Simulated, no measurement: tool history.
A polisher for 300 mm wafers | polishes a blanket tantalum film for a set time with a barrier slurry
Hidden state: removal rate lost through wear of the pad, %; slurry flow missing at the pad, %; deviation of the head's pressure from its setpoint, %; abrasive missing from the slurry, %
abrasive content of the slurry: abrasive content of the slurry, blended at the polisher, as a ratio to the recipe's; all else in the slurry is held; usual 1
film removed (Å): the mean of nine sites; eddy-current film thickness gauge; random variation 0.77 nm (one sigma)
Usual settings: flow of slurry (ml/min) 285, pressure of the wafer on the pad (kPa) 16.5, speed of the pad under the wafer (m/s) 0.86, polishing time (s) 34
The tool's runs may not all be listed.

run,day,flow of slurry (ml/min),pressure of the wafer on the pad (kPa),speed of the pad under the wafer (m/s),abrasive content of the slurry,polishing time (s),wafers since the last listed run,wafers polished on this pad,hours since the slurry nozzle was cleaned,hours since the head pressure was calibrated,hours since the slurry blender was calibrated,"incoming thickness of the incoming film, nm",film removed (Å)
1,0,285,16.5,0.86,1,34,0,763,560.7,341.5,174.8,402.7,558
2,0.512,285,16.5,0.94,1,34,156,919,573,353.8,187.1,393.9,594
3,0.95,285,16.5,0.94,1,34,133,1053,583.5,364.3,197.6,401.4,583
# day 1.254: worn pad replaced by a new one
4,1.596,285,16.5,0.94,1,34,146,104,599,379.8,213.1,393.4,667
5,2.017,285,16.5,0.86,0.8,34,128,232,609.1,389.9,223.2,404.9,575
6,2.483,285,16.5,0.86,0.8,34,142,375,620.3,401.1,234.4,400.1,557
7,2.733,285,16.5,0.86,1,30,76,451,626.3,407.1,240.4,394.9,521
8,3.012,285,16.5,0.86,1,30,85,536,633,413.8,247.1,401.3,512
9,3.283,285,16.5,0.86,1,30,82,618,639.5,420.3,253.6,397.8,521
10,4.433,285,16.5,0.86,1,34,350,969,667.1,447.9,281.2,392.5,557
# day 4.754: worn pad replaced by a new one
11,4.846,285,16.5,0.86,1,43,74,27,677,457.8,291.1,400.2,780
12,5.346,285,16.5,0.86,1,34,152,179,689,469.8,303.1,403.4,607
13,5.654,285,16.5,0.86,1,34,94,273,696.4,477.2,310.5,404.8,600
14,5.996,285,16.5,0.86,1,34,104,378,704.6,485.4,318.7,403.1,600
# day 6.442: head pressure recalibrated
# day 6.446: slurry blender recalibrated
15,6.596,285,16.5,0.86,1,22,156,534,719,3.7,3.6,401.8,382
# day 6.712: slurry nozzle cleaned
16,7.292,285,14.5,0.86,1,34,199,734,13.9,20.4,20.3,405.2,506
# day 7.775: worn pad replaced by a new one
17,8,285,21.4,1.1,1,34,165,68,30.9,37.4,37.3,398,946
18,8.488,285,19.3,0.86,1,34,148,217,42.6,49.1,49,403.5,696
19,9.179,285,16.5,0.86,1,34,210,428,59.2,65.7,65.6,402.2,585
20,9.888,285,16.5,0.86,1,43,215,644,76.2,82.7,82.6,401.2,726
21,10.621,285,12.4,0.68,1.1,26,223,868,93.8,100.3,100.2,398.7,269
22,11.079,285,16.5,0.86,1,34,139,1007,104.8,111.3,111.2,401.8,546
23,11.35,285,11,0.96,1,34,82,1090,111.3,117.8,117.7,397.4,393
# day 11.771: worn pad replaced by a new one
24,12.067,325,16.5,0.98,1,34,167,90,128.5,135,134.9,405.4,685
25,12.692,345,14.5,1,1,34,190,280,143.5,150,149.9,399.7,594
26,12.996,205,11.7,0.96,1,30,92,373,150.8,157.3,157.2,403.3,379
27,14.858,285,16.5,0.86,1,34,567,941,195.5,202,201.9,402.1,552
28,15.358,285,18.6,0.98,0.8,26,152,1094,207.5,214,213.9,397.3,499
# day 15.754: worn pad replaced by a new one
29,15.817,205,11.7,0.96,1,30,88,19,218.5,225,224.9,402.2,415
30,16.071,285,13.1,0.68,1,34,77,97,224.6,231.1,231,403.2,399
31,16.542,330,13.1,1.04,1.2,34,143,240,235.9,242.4,242.3,398.4,604

3 ways to go on from here, each from the tool as it stands after run 31. What would each give?
A,16.558,285,16.5,0.86,1,34,5,245,236.3,242.8,242.7,401.1,?
B,16.558,340,16.5,0.86,1,34,5,245,236.3,242.8,242.7,401.1,?
C,16.558,250,16.5,0.86,1,34,5,245,236.3,242.8,242.7,401.1,?

run,film removed (Å)
A,595
B,605
C,587
Without the tool's hidden state the same runs would have given:
run,film removed (Å)
A,614
B,624
C,605
